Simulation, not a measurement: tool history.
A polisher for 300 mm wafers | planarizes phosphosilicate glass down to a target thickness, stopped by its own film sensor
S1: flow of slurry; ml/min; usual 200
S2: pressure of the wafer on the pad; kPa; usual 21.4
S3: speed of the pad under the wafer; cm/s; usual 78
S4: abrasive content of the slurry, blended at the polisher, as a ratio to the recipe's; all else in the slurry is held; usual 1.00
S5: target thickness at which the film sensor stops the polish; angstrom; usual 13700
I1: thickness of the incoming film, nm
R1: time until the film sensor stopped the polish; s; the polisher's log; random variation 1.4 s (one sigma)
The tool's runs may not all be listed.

{"run": 1, "hour": 0.0, "S1": 200, "S2": 21.4, "S3": 78, "S4": 1.0, "S5": 12140, "I1": 1995.7, "R1": 160.2}
{"run": 2, "hour": 16.2, "S1": 200, "S2": 21.4, "S3": 78, "S4": 1.0, "S5": 13700, "I1": 1951.4, "R1": 120.7}
{"run": 3, "hour": 27.3, "S1": 200, "S2": 21.4, "S3": 78, "S4": 1.0, "S5": 13700, "I1": 1992.5, "R1": 128.3}
{"run": 4, "hour": 40.8, "S1": 200, "S2": 21.4, "S3": 78, "S4": 1.0, "S5": 13700, "I1": 1985.4, "R1": 127.0}
{"run": 5, "hour": 55.0, "S1": 200, "S2": 21.4, "S3": 78, "S4": 1.0, "S5": 13700, "I1": 1973.7, "R1": 127.1}
{"hour": 61.9, "done": "worn pad replaced by a new one"}
{"run": 6, "hour": 65.4, "S1": 200, "S2": 21.4, "S3": 78, "S4": 1.0, "S5": 13700, "I1": 1961.9, "R1": 126.8}
{"run": 7, "hour": 77.3, "S1": 200, "S2": 21.4, "S3": 78, "S4": 1.0, "S5": 13700, "I1": 1957.1, "R1": 128.6}
{"run": 8, "hour": 90.8, "S1": 200, "S2": 21.4, "S3": 78, "S4": 1.0, "S5": 13700, "I1": 1974.0, "R1": 133.5}
{"run": 9, "hour": 101.6, "S1": 200, "S2": 21.4, "S3": 78, "S4": 1.0, "S5": 13700, "I1": 1969.8, "R1": 135.7}
{"hour": 103.9, "done": "slurry blender recalibrated"}
{"run": 10, "hour": 118.2, "S1": 200, "S2": 21.4, "S3": 78, "S4": 1.0, "S5": 13700, "I1": 2016.2, "R1": 147.1}
{"hour": 162.6, "done": "slurry nozzle cleaned"}
{"run": 11, "hour": 171.7, "S1": 200, "S2": 13.8, "S3": 78, "S4": 1.0, "S5": 13700, "I1": 1947.7, "R1": 155.1}
{"run": 12, "hour": 182.3, "S1": 200, "S2": 21.4, "S3": 78, "S4": 1.0, "S5": 11810, "I1": 1979.9, "R1": 177.0}
{"hour": 186.5, "done": "conditioning disc replaced and pad reconditioned"}
{"run": 13, "hour": 193.5, "S1": 200, "S2": 21.4, "S3": 78, "S4": 0.85, "S5": 13700, "I1": 1998.4, "R1": 113.2}
{"hour": 211.8, "done": "worn pad replaced by a new one"}
{"run": 14, "hour": 212.3, "S1": 200, "S2": 21.4, "S3": 64, "S4": 1.0, "S5": 13700, "I1": 1953.5, "R1": 117.2}
{"run": 15, "hour": 222.5, "S1": 200, "S2": 21.4, "S3": 78, "S4": 1.0, "S5": 12140, "I1": 1990.8, "R1": 134.9}
{"run": 16, "hour": 231.3, "S1": 155, "S2": 21.4, "S3": 88, "S4": 1.25, "S5": 12410, "I1": 1982.2, "R1": 108.6}
{"run": 17, "hour": 247.6, "S1": 200, "S2": 21.4, "S3": 78, "S4": 1.0, "S5": 15400, "I1": 1981.2, "R1": 74.8}
{"run": 18, "hour": 256.0, "S1": 200, "S2": 21.4, "S3": 78, "S4": 1.0, "S5": 13110, "I1": 1972.9, "R1": 114.8}
{"hour": 264.7, "done": "head pressure recalibrated"}
{"run": 19, "hour": 265.8, "S1": 150, "S2": 21.4, "S3": 68, "S4": 1.0, "S5": 13700, "I1": 1976.8, "R1": 119.0}
{"run": 20, "hour": 285.3, "S1": 170, "S2": 21.4, "S3": 96, "S4": 1.0, "S5": 13700, "I1": 1947.1, "R1": 87.0}
{"run": 21, "hour": 298.1, "S1": 200, "S2": 19.3, "S3": 56, "S4": 1.0, "S5": 13700, "I1": 1983.6, "R1": 140.0}
{"run": 22, "hour": 308.8, "S1": 240, "S2": 21.4, "S3": 78, "S4": 1.0, "S5": 13700, "I1": 1980.9, "R1": 105.0}
{"run": 23, "hour": 321.7, "S1": 200, "S2": 21.4, "S3": 78, "S4": 1.0, "S5": 13700, "I1": 1984.4, "R1": 107.8}
{"run": 24, "hour": 331.9, "S1": 200, "S2": 13.8, "S3": 60, "S4": 1.2, "S5": 13700, "I1": 1996.5, "R1": 154.2}
{"run": 25, "hour": 346.4, "S1": 200, "S2": 14.5, "S3": 78, "S4": 1.25, "S5": 13700, "I1": 1996.0, "R1": 125.3}
{"run": 26, "hour": 358.9, "S1": 200, "S2": 21.4, "S3": 102, "S4": 1.0, "S5": 13700, "I1": 1992.5, "R1": 90.5}

Measured less the same run without the tool's hidden state. The same run-to-run variation is in both; the gauge's scatter may not be:
The hidden state here: removal rate lost through wear of the pad, %; slurry flow missing at the pad, %; deviation of the head's pressure from its setpoint, %; abrasive missing from the slurry, %; time polished since the conditioner stopped cutting, s.
run=1 R1=+29.4
run=2 R1=+23.3
run=3 R1=+25.5
run=4 R1=+26.3
run=5 R1=+27.4
run=6 R1=+28.2
run=7 R1=+29.6
run=8 R1=+31.9
run=9 R1=+33.5
run=10 R1=+38.0
run=11 R1=+32.2
run=12 R1=+43.1
run=13 R1=+0.8
run=14 R1=+0.9
run=15 R1=+1.2
run=16 R1=+1.3
run=17 R1=+0.8
run=18 R1=+1.5
run=19 R1=+1.8
run=20 R1=+1.9
run=21 R1=+2.5
run=22 R1=+2.5
run=23 R1=+3.1
run=24 R1=+3.8
run=25 R1=+4.1
run=26 R1=+4.2
